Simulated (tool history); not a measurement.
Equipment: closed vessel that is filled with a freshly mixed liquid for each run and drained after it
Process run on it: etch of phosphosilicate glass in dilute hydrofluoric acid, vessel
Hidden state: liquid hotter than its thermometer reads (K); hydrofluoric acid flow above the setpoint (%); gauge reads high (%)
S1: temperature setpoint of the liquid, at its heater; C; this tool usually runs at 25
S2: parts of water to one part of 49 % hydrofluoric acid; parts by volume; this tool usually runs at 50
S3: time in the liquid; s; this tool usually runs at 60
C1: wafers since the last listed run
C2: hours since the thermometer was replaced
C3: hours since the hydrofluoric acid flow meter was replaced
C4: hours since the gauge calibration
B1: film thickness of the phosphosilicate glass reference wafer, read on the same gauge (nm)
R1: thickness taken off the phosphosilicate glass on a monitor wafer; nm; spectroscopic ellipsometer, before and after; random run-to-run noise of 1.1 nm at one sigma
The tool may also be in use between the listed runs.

| run | hour | S1 | S2 | S3 | C1 | C2 | C3 | C4 | B1 | R1 |
|---|---|---|---|---|---|---|---|---|---|---|
| 1 | 0 | 25 | 50 | 60 | 0 | 1887.7 | 536.7 | 165.3 | 140.02 | 132.51 |
| 2 | 97.6 | 25 | 50 | 60 | 7388 | 1985.3 | 634.3 | 262.9 | 139.99 | 131.39 |
| 3 | 178.5 | 25 | 50 | 60 | 6124 | 2066.2 | 715.2 | 343.8 | 139.99 | 135.25 |
| 4 | 267.8 | 25 | 50 | 60 | 6760 | 2155.5 | 804.5 | 433.1 | 140.01 | 136.01 |
| 5 | 363.8 | 25 | 50 | 60 | 7267 | 2251.5 | 900.5 | 529.1 | 139.98 | 136.95 |
| 6 | 468.2 | 25 | 50 | 60 | 7903 | 2355.9 | 1004.9 | 633.5 | 139.98 | 138 |
|  | 542.9 | hydrofluoric acid flow meter replaced |
| 7 | 543.8 | 25 | 50 | 60 | 5647 | 2431.5 | 0.9 | 709.1 | 139.99 | 125.59 |
| 8 | 583.9 | 22 | 50 | 60 | 3035 | 2471.6 | 41 | 749.2 | 140.01 | 110.69 |
| 9 | 650.9 | 22 | 50 | 60 | 5072 | 2538.6 | 108 | 816.2 | 140.01 | 111.85 |
| 10 | 752 | 25 | 50 | 60 | 7653 | 2639.7 | 209.1 | 917.3 | 140.01 | 129.7 |
| 11 | 842.1 | 25 | 65 | 60 | 6821 | 2729.8 | 299.2 | 1007.4 | 140 | 98.49 |
| 12 | 894.1 | 25 | 65 | 45 | 3936 | 2781.8 | 351.2 | 1059.4 | 140.01 | 74.1 |
|  | 960.6 | gauge calibrated |
|  | 973.1 | thermometer replaced |
| 13 | 977.5 | 23 | 60 | 30 | 6238 | 4.4 | 434.6 | 16.9 | 140.01 | 49.22 |
| 14 | 1065.5 | 25 | 50 | 70 | 6662 | 92.4 | 522.6 | 104.9 | 140.01 | 157.09 |

The next listed run, before its measurement:
| 15 | 1104.5 | 25 | 50 | 35 | 2952 | 131.4 | 561.6 | 143.9 | ? | ? |

B1: 140
R1: 77.42 nm
Without the tool's hidden state the same run would have given R1 71.69 nm.

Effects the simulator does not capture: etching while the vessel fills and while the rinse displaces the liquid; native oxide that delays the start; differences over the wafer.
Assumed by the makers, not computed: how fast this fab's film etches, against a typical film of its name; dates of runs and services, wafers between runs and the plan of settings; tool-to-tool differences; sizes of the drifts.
